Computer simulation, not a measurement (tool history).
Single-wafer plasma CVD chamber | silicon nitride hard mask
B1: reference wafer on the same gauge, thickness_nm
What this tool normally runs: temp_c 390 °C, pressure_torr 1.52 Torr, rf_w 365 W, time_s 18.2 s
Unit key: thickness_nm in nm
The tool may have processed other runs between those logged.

Run 1, hour 0.0: usual settings; B1 23.297. Result: thickness_nm 24.472 nm.
Run 2, hour 59.8: usual settings; B1 23.307. Result: thickness_nm 24.579 nm.
Run 3, hour 124.6: usual settings but temp_c 385 °C; B1 23.304. Result: thickness_nm 24.500 nm.
Run 4, hour 161.3: usual settings but temp_c 385 °C; B1 23.284. Result: thickness_nm 24.465 nm.
Run 5, hour 351.4: usual settings but temp_c 385 °C; B1 23.277. Result: thickness_nm 24.409 nm.
Run 6, hour 395.7: usual settings; B1 23.310. Result: thickness_nm 24.331 nm.
Run 7, hour 544.7: usual settings; B1 23.300. Result: thickness_nm 24.327 nm.
Run 8, hour 585.7: usual settings; B1 23.310. Result: thickness_nm 24.477 nm.
Run 9, hour 615.4: usual settings; B1 23.299. Result: thickness_nm 24.364 nm.
Run 10, hour 671.8: usual settings; B1 23.306. Result: thickness_nm 24.329 nm.
At hour 680.2: RF generator calibrated.
Run 11, hour 869.1: usual settings; B1 23.284. Result: thickness_nm 23.803 nm.
Run 12, hour 918.2: usual settings; B1 23.308. Result: thickness_nm 23.923 nm.
Run 13, hour 958.0: usual settings; B1 23.327. Result: thickness_nm 23.989 nm.
At hour 966.5: showerhead replaced.
Run 14, hour 1012.8: usual settings but temp_c 378 °C, pressure_torr 1.89 Torr, time_s 16.2 s; B1 23.311. Result: thickness_nm 23.706 nm.
Run 15, hour 1063.9: usual settings but rf_w 340 W; B1 23.322. Result: thickness_nm 22.980 nm.
At hour 1081.4: thermocouple changed; heater temperature recalibrated.
At hour 1091.9: RF generator calibrated, repeated, since the last time left the tool worse.
Run 16, hour 1124.1: usual settings; B1 23.293. Result: thickness_nm 24.875 nm.
Run 17, hour 1183.4: usual settings; B1 23.296. Result: thickness_nm 24.855 nm.
Run 18, hour 1222.4: usual settings; B1 23.289. Result: thickness_nm 24.825 nm.
At hour 1235.6: gauge calibrated.
Run 19, hour 1273.9: usual settings but temp_c 404 °C, rf_w 420 W; B1 23.314. Result: thickness_nm 26.681 nm.
At hour 1314.3: capacitance manometer re-zeroed and calibrated.
Run 20, hour 1343.6: usual settings but temp_c 376 °C, pressure_torr 1.21 Torr; B1 23.298. Result: thickness_nm 21.693 nm.
Run 21, hour 1381.7: usual settings but pressure_torr 1.22 Torr, time_s 19.4 s; B1 23.333. Result: thickness_nm 23.259 nm.
Run 22, hour 1423.1: usual settings; B1 23.317. Result: thickness_nm 24.847 nm.
Run 23, hour 1487.4: usual settings but temp_c 383 °C, pressure_torr 1.22 Torr; B1 23.261. Result: thickness_nm 21.704 nm.
Run 24, hour 1543.6: usual settings; B1 23.310. Result: thickness_nm 24.863 nm.
Run 25, hour 1590.2: usual settings but pressure_torr 1.16 Torr, rf_w 420 W; B1 23.321. Result: thickness_nm 22.674 nm.
Run 26, hour 1657.6: usual settings but temp_c 395 °C, rf_w 310 W, time_s 19.6 s; B1 23.311. Result: thickness_nm 24.387 nm.
Run 27, hour 1687.6: usual settings but pressure_torr 1.25 Torr; B1 23.284. Result: thickness_nm 22.149 nm.
Run 28, hour 1731.9: usual settings but temp_c 382 °C, rf_w 325 W, time_s 16.8 s; B1 23.280. Result: thickness_nm 21.621 nm.
Run 29, hour 1763.8: usual settings but pressure_torr 1.38 Torr, time_s 17.3 s; B1 23.341. Result: thickness_nm 22.345 nm.

Hidden state or all else? Some run-to-run changes of thickness_nm, split into what the settings, what came in and random variation would give without the hidden state, and what is left for the hidden state (with any gauge scatter that isn't in both results):
Hidden state present: wafer temperature above the value expected at the setpoint (K); delivered RF power above the setpoint (%); true pressure above the setpoint (%); gauge reads high (%).
Run 10 -> 11: RF generator calibrated. thickness_nm -0.526 nm: hidden state -0.332, all else -0.194.
Run 15 -> 16: rf_w 340 -> 365, thermocouple changed; heater temperature recalibrated, RF generator calibrated, repeated, since the last time left the tool worse. thickness_nm +1.895 nm: hidden state +0.880, all else +1.015.
Run 19 -> 20: temp_c 404 -> 376, pressure_torr 1.52 -> 1.21, rf_w 420 -> 365, capacitance manometer re-zeroed and calibrated. thickness_nm -4.988 nm: hidden state -0.003, all else -4.985.
Run 23 -> 24: temp_c 383 -> 390, pressure_torr 1.22 -> 1.52. thickness_nm +3.159 nm: hidden state -0.011, all else +3.170.
